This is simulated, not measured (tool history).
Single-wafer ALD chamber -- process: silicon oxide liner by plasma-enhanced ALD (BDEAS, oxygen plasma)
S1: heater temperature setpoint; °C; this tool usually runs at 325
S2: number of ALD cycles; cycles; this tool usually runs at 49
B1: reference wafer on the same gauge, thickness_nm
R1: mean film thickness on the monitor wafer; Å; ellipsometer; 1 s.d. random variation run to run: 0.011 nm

Run 1, day 0: usual settings but S1 337 °C, S2 51 cycles; B1 3.913. Result: R1 44.86 Å.
Run 2, day 1.754: usual settings but S1 337 °C, S2 51 cycles; B1 3.911. Result: R1 44.8 Å.
Run 3, day 4.75: usual settings but S1 322 °C, S2 43 cycles; B1 3.91. Result: R1 38.69 Å.
Run 4, day 14.3: usual settings but S1 314 °C; B1 3.91. Result: R1 44.49 Å.
Run 5, day 18.8: usual settings but S2 54 cycles; B1 3.91. Result: R1 48.37 Å.
Run 6, day 22.683: usual settings but S2 54 cycles; B1 3.91. Result: R1 48.2 Å.
Run 7, day 26.396: usual settings; B1 3.909. Result: R1 43.76 Å.
Run 8, day 29.762: usual settings; B1 3.911. Result: R1 44.01 Å.
Run 9, day 32.033: usual settings; B1 3.909. Result: R1 43.67 Å.
Run 10, day 36.508: usual settings; B1 3.912. Result: R1 43.85 Å.
Run 11, day 39.329: usual settings; B1 3.912. Result: R1 43.85 Å.
Run 12, day 44.038: usual settings but S1 319 °C; B1 3.908. Result: R1 44.26 Å.
Run 13, day 48.233: usual settings; B1 3.909. Result: R1 43.89 Å.
Run 14, day 50.812: usual settings but S1 319 °C, S2 56 cycles; B1 3.911. Result: R1 50.38 Å.
Run 15, day 55.067: usual settings; B1 3.909. Result: R1 44.04 Å.
Run 16, day 57.783: usual settings but S1 316 °C, S2 46 cycles; B1 3.908. Result: R1 41.58 Å.
Run 17, day 61.229: usual settings but S1 316 °C, S2 41 cycles; B1 3.912. Result: R1 37.17 Å.
Run 18, day 64.171: usual settings but S1 316 °C, S2 45 cycles; B1 3.908. Result: R1 40.79 Å.
Run 19, day 66.775: usual settings but S1 313 °C, S2 56 cycles; B1 3.911. Result: R1 50.91 Å.
Run 20, day 69.862: usual settings; B1 3.91. Result: R1 43.83 Å.
Run 21, day 74.317: usual settings but S1 310 °C, S2 55 cycles; B1 3.909. Result: R1 50.39 Å.
Run 22, day 78.65: usual settings but S1 317 °C; B1 3.909. Result: R1 44.34 Å.

Withheld: 2 entries from between the runs. Position of each, and hidden state at the listed run before versus the listed run after:
In the gap between runs 11 and 12: thermocouple changed; heater temperature recalibrated (day 43.254)
  no difference in the tool's unlogged condition between these two runs
In the gap between runs 15 and 16: gauge calibrated (day 57.321)
  no difference in the tool's unlogged condition between these two runs
